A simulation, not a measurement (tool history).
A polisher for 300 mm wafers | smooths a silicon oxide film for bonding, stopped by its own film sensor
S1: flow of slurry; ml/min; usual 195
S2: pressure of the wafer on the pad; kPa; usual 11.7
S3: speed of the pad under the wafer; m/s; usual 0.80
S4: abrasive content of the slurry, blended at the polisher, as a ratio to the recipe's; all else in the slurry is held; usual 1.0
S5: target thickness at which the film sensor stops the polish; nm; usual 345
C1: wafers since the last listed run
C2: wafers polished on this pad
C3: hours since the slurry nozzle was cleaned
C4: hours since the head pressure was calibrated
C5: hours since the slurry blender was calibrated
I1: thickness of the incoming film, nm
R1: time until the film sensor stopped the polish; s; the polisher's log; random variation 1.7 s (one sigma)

Run 1, day 0.000: usual settings; C1 0; C2 59; C3 29.4; C4 522.9; C5 93.2; I1 419.3. Result: R1 152.3 s.
Run 2, day 2.154: usual settings but S3 0.62 m/s, S5 329 nm; C1 451; C2 511; C3 81.1; C4 574.6; C5 144.9; I1 428.9. Result: R1 247.0 s.
At day 2.600: slurry blender recalibrated.
Run 3, day 3.471: usual settings; C1 258; C2 769; C3 112.7; C4 606.2; C5 20.9; I1 415.4. Result: R1 143.5 s.
Run 4, day 5.396: usual settings; C1 403; C2 1173; C3 158.9; C4 652.4; C5 67.1; I1 420.3. Result: R1 150.4 s.
At day 5.792: worn pad replaced by a new one.
Run 5, day 8.096: usual settings; C1 531; C2 483; C3 223.7; C4 717.2; C5 131.9; I1 412.0. Result: R1 134.4 s.
At day 8.833: slurry blender recalibrated.
Run 6, day 9.575: usual settings; C1 292; C2 776; C3 259.2; C4 752.7; C5 17.8; I1 423.3. Result: R1 155.6 s.
At day 11.208: worn pad replaced by a new one.
At day 11.688: slurry nozzle cleaned.
Run 7, day 12.050: usual settings but S2 13.1 kPa, S3 0.96 m/s; C1 475; C2 167; C3 8.7; C4 812.1; C5 77.2; I1 419.7. Result: R1 113.3 s.
Run 8, day 13.450: usual settings but S2 13.1 kPa, S3 0.96 m/s; C1 293; C2 461; C3 42.3; C4 845.7; C5 110.8; I1 415.6. Result: R1 109.0 s.
At day 14.792: slurry blender recalibrated.
Run 9, day 15.725: usual settings but S1 135 ml/min, S3 0.98 m/s; C1 459; C2 920; C3 96.9; C4 900.3; C5 22.4; I1 415.8. Result: R1 121.7 s.
At day 17.438: worn pad replaced by a new one.
At day 17.479: head pressure recalibrated.
Run 10, day 18.562: usual settings but S2 13.1 kPa, S4 1.2; C1 551; C2 227; C3 165.0; C4 26.0; C5 90.5; I1 422.9. Result: R1 130.2 s.
At day 19.992: slurry blender recalibrated.
Run 11, day 20.929: usual settings but S2 13.8 kPa, S3 0.98 m/s, S4 1.1, S5 320 nm; C1 478; C2 706; C3 221.8; C4 82.8; C5 22.5; I1 425.3. Result: R1 148.8 s.
Run 12, day 23.046: usual settings but S2 10.3 kPa, S3 0.66 m/s, S4 0.8; C1 443; C2 1150; C3 272.6; C4 133.6; C5 73.3; I1 428.2. Result: R1 249.1 s.
At day 23.996: worn pad replaced by a new one.
At day 25.150: slurry nozzle cleaned.
At day 25.912: slurry blender recalibrated.
Run 13, day 25.983: usual settings but S2 9.0 kPa, S5 358 nm; C1 554; C2 390; C3 20.0; C4 204.1; C5 1.7; I1 416.4. Result: R1 154.4 s.
Run 14, day 28.888: usual settings; C1 609; C2 999; C3 89.7; C4 273.8; C5 71.4; I1 414.4. Result: R1 137.0 s.

Measured less the same run without the tool's hidden state. The same run-to-run variation is in both; the gauge's scatter may not be:
The hidden state here: removal rate lost through wear of the pad, %; slurry flow missing at the pad, %; deviation of the head's pressure from its setpoint, %; abrasive missing from the slurry, %.
run     R1
  1   -6.2
  2  -11.5
  3   -7.2
  4   -8.3
  5   -8.4
  6  -10.4
  7   -8.3
  8   -8.4
  9  -10.1
 10   -3.2
 11   -4.6
 12   -9.1
 13   -6.8
 14   -7.2
